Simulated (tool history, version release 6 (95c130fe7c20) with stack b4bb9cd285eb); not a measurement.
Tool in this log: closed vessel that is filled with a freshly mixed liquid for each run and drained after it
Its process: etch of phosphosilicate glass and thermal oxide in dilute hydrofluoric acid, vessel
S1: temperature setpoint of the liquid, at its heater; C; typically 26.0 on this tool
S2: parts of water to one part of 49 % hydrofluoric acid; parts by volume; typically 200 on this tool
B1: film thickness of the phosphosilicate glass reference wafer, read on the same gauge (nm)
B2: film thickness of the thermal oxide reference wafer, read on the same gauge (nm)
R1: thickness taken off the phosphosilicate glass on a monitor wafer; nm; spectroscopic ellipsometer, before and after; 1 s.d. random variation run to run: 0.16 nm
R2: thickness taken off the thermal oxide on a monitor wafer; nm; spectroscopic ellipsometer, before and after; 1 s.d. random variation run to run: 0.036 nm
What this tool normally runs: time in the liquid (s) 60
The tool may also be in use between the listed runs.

{"run": 1, "hour": 0.0, "S1": 23.0, "S2": 200, "time in the liquid (s)": 60, "B1": 119.98, "B2": 100.004, "R1": 36.93, "R2": 1.059}
{"run": 2, "hour": 51.6, "S1": 26.0, "S2": 200, "time in the liquid (s)": 60, "B1": 120.03, "B2": 99.98, "R1": 40.42, "R2": 1.265}
{"run": 3, "hour": 262.8, "S1": 24.0, "S2": 200, "time in the liquid (s)": 40, "B1": 119.97, "B2": 99.992, "R1": 25.09, "R2": 0.735}
{"run": 4, "hour": 291.4, "S1": 24.0, "S2": 200, "time in the liquid (s)": 40, "B1": 120.02, "B2": 100.002, "R1": 25.03, "R2": 0.758}
{"run": 5, "hour": 344.4, "S1": 26.0, "S2": 200, "time in the liquid (s)": 60, "B1": 119.98, "B2": 99.996, "R1": 40.21, "R2": 1.276}
{"run": 6, "hour": 379.1, "S1": 30.5, "S2": 270, "time in the liquid (s)": 90, "B1": 119.98, "B2": 99.973, "R1": 48.35, "R2": 1.436}
{"run": 7, "hour": 411.3, "S1": 22.5, "S2": 130, "time in the liquid (s)": 60, "B1": 120.04, "B2": 99.986, "R1": 58.69, "R2": 1.751}
{"hour": 424.8, "done": "thermometer replaced"}
{"run": 8, "hour": 451.6, "S1": 26.0, "S2": 145, "time in the liquid (s)": 45, "B1": 119.96, "B2": 99.987, "R1": 45.66, "R2": 1.334}
{"run": 9, "hour": 485.0, "S1": 24.5, "S2": 200, "time in the liquid (s)": 60, "B1": 119.98, "B2": 100.001, "R1": 39.29, "R2": 1.16}
{"run": 10, "hour": 538.6, "S1": 21.5, "S2": 200, "time in the liquid (s)": 60, "B1": 119.95, "B2": 100.011, "R1": 35.22, "R2": 1.033}
{"run": 11, "hour": 570.8, "S1": 26.0, "S2": 200, "time in the liquid (s)": 60, "B1": 120.02, "B2": 99.997, "R1": 41.18, "R2": 1.224}
{"hour": 597.0, "done": "hydrofluoric acid flow meter replaced"}
{"run": 12, "hour": 606.3, "S1": 28.5, "S2": 245, "time in the liquid (s)": 60, "B1": 120.04, "B2": 99.967, "R1": 35.55, "R2": 1.06}
{"run": 13, "hour": 672.6, "S1": 21.5, "S2": 135, "time in the liquid (s)": 60, "B1": 120.0, "B2": 99.982, "R1": 56.12, "R2": 1.632}
{"run": 14, "hour": 702.8, "S1": 26.0, "S2": 245, "time in the liquid (s)": 35, "B1": 119.98, "B2": 100.003, "R1": 18.95, "R2": 0.557}
{"run": 15, "hour": 755.9, "S1": 24.0, "S2": 250, "time in the liquid (s)": 95, "B1": 120.04, "B2": 99.978, "R1": 46.68, "R2": 1.299}
{"run": 16, "hour": 796.3, "S1": 26.0, "S2": 110, "time in the liquid (s)": 60, "B1": 119.98, "B2": 99.988, "R1": 84.22, "R2": 2.527}
{"run": 17, "hour": 843.4, "S1": 26.0, "S2": 200, "time in the liquid (s)": 45, "B1": 120.05, "B2": 99.996, "R1": 31.23, "R2": 0.919}
{"run": 18, "hour": 870.8, "S1": 27.5, "S2": 295, "time in the liquid (s)": 40, "B1": 119.97, "B2": 99.967, "R1": 17.84, "R2": 0.539}
{"run": 19, "hour": 914.7, "S1": 31.0, "S2": 170, "time in the liquid (s)": 85, "B1": 120.03, "B2": 100.015, "R1": 86.41, "R2": 2.493}
{"run": 20, "hour": 972.5, "S1": 22.5, "S2": 200, "time in the liquid (s)": 80, "B1": 120.03, "B2": 99.982, "R1": 48.66, "R2": 1.445}
{"run": 21, "hour": 1018.4, "S1": 23.0, "S2": 200, "time in the liquid (s)": 60, "B1": 120.06, "B2": 100.025, "R1": 37.21, "R2": 1.084}
{"run": 22, "hour": 1046.8, "S1": 26.0, "S2": 200, "time in the liquid (s)": 60, "B1": 120.0, "B2": 100.004, "R1": 41.4, "R2": 1.285}
{"run": 23, "hour": 1103.7, "S1": 29.5, "S2": 265, "time in the liquid (s)": 30, "B1": 120.04, "B2": 99.973, "R1": 16.36, "R2": 0.487}
{"run": 24, "hour": 1165.0, "S1": 26.0, "S2": 200, "time in the liquid (s)": 60, "B1": 119.96, "B2": 100.004, "R1": 41.46, "R2": 1.212}
{"run": 25, "hour": 1217.1, "S1": 26.0, "S2": 280, "time in the liquid (s)": 60, "B1": 119.99, "B2": 99.988, "R1": 26.91, "R2": 0.795}
{"run": 26, "hour": 1278.6, "S1": 26.0, "S2": 290, "time in the liquid (s)": 60, "B1": 120.0, "B2": 100.007, "R1": 25.71, "R2": 0.737}

Below, each run's measurement less what the same run would have read without the hidden state. Both values contain the same run-to-run variation, but the gauge's scatter may not be the same in both:
Unlogged tool condition in this case: liquid colder than its thermometer reads (K); hydrofluoric acid flow below the setpoint (%); gauge reads high (%).
run=1 R1=-1.16 R2=-0.033
run=2 R1=-1.31 R2=-0.041
run=3 R1=-1.01 R2=-0.029
run=4 R1=-1.04 R2=-0.032
run=5 R1=-1.72 R2=-0.055
run=6 R1=-2.02 R2=-0.060
run=7 R1=-2.74 R2=-0.082
run=8 R1=-0.75 R2=-0.021
run=9 R1=-0.72 R2=-0.021
run=10 R1=-0.70 R2=-0.021
run=11 R1=-0.87 R2=-0.026
run=12 R1=-0.16 R2=-0.005
run=13 R1=-0.42 R2=-0.012
run=14 R1=-0.15 R2=-0.004
run=15 R1=-0.46 R2=-0.013
run=16 R1=-0.94 R2=-0.028
run=17 R1=-0.40 R2=-0.012
run=18 R1=-0.24 R2=-0.008
run=19 R1=-1.30 R2=-0.037
run=20 R1=-0.85 R2=-0.025
run=21 R1=-0.69 R2=-0.020
run=22 R1=-0.82 R2=-0.026
run=23 R1=-0.35 R2=-0.011
run=24 R1=-0.98 R2=-0.029
run=25 R1=-0.69 R2=-0.021
run=26 R1=-0.71 R2=-0.020
